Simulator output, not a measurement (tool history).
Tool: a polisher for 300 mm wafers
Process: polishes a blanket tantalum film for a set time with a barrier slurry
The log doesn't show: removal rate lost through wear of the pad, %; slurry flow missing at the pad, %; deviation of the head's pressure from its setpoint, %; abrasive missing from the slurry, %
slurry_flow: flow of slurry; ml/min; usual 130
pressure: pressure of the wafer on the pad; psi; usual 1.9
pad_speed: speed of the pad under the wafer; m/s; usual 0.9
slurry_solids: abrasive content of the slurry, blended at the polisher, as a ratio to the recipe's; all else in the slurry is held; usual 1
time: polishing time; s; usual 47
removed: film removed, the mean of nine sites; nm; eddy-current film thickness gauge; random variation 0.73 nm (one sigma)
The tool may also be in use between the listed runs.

run,hour,slurry_flow,pressure,pad_speed,slurry_solids,time,wafers since the last listed run,wafers polished on this pad,hours since the slurry nozzle was cleaned,hours since the head pressure was calibrated,hours since the slurry blender was calibrated,"incoming thickness of the incoming film, nm",removed
1,0,130,1.9,0.9,1,47,0,1287,219.5,634,101.8,188,73.2
# hour 35.5: slurry nozzle cleaned
2,62.5,130,1.9,0.9,1.2,36,708,1996,27,696.5,164.3,188.8,61.3
3,110.2,130,1.9,0.9,1,47,549,2545,74.7,744.2,212,191.5,74.9
# hour 174.8: worn pad replaced by a new one
# hour 180.3: slurry blender recalibrated
4,192.2,130,1.9,0.9,1,47,875,177,156.7,826.2,11.9,189.5,73.9
5,262,130,1.9,0.9,1,47,804,982,226.5,896,81.7,189.8,72.1
6,351.3,130,1.9,0.9,1,44,1029,2011,315.8,985.3,171,189.7,64.5
# hour 358.3: slurry nozzle cleaned
# hour 408.8: slurry blender recalibrated
7,410.6,130,1.9,0.9,1,44,648,2660,52.3,1044.6,1.8,191.1,72.4
# hour 419.6: worn pad replaced by a new one
# hour 450.3: head pressure recalibrated
8,464.3,130,1.9,0.9,1,47,549,492,106,14,55.5,188.9,75.1
9,579,130,1.9,0.9,1,47,1321,1814,220.7,128.7,170.2,193,72.1
# hour 610: slurry nozzle cleaned
# hour 633: slurry blender recalibrated
10,679,130,2.1,1.02,1,35,1117,2931,69,228.7,46,188.6,70.5
# hour 689.3: worn pad replaced by a new one, of another model than before
11,718,130,1.9,0.9,0.9,47,403,330,108,267.7,85,192.2,72.8
12,765.3,130,2.4,1.02,1,47,545,875,155.3,315,132.3,191.1,91.5
13,818.9,130,2.3,0.9,1,47,617,1493,208.9,368.6,185.9,186.2,78.5
# hour 888.6: slurry nozzle cleaned
# hour 892.8: slurry blender recalibrated
14,893.3,95,1.9,0.9,1,47,822,2316,4.7,443,0.5,187.9,68.8
15,954.9,130,1.9,0.9,1,47,709,3026,66.3,504.6,62.1,190.3,74.8
# hour 971.2: worn pad replaced by a new one
16,1039.1,130,2.4,0.9,1,47,924,781,150.5,588.8,146.3,188.1,84.2
17,1097.9,130,1.9,0.9,1,47,677,1459,209.3,647.6,205.1,191.2,67.2

Forecast run 18:
# hour 1139.7: slurry blender recalibrated
# hour 1153: slurry nozzle cleaned
18,1158.2,130,1.9,0.9,1,47,660,2120,5.2,707.9,18.5,190.2,?

Run 18 gave removed 76 nm.
Without the tool's hidden state the same run would have given removed 77.5 nm.
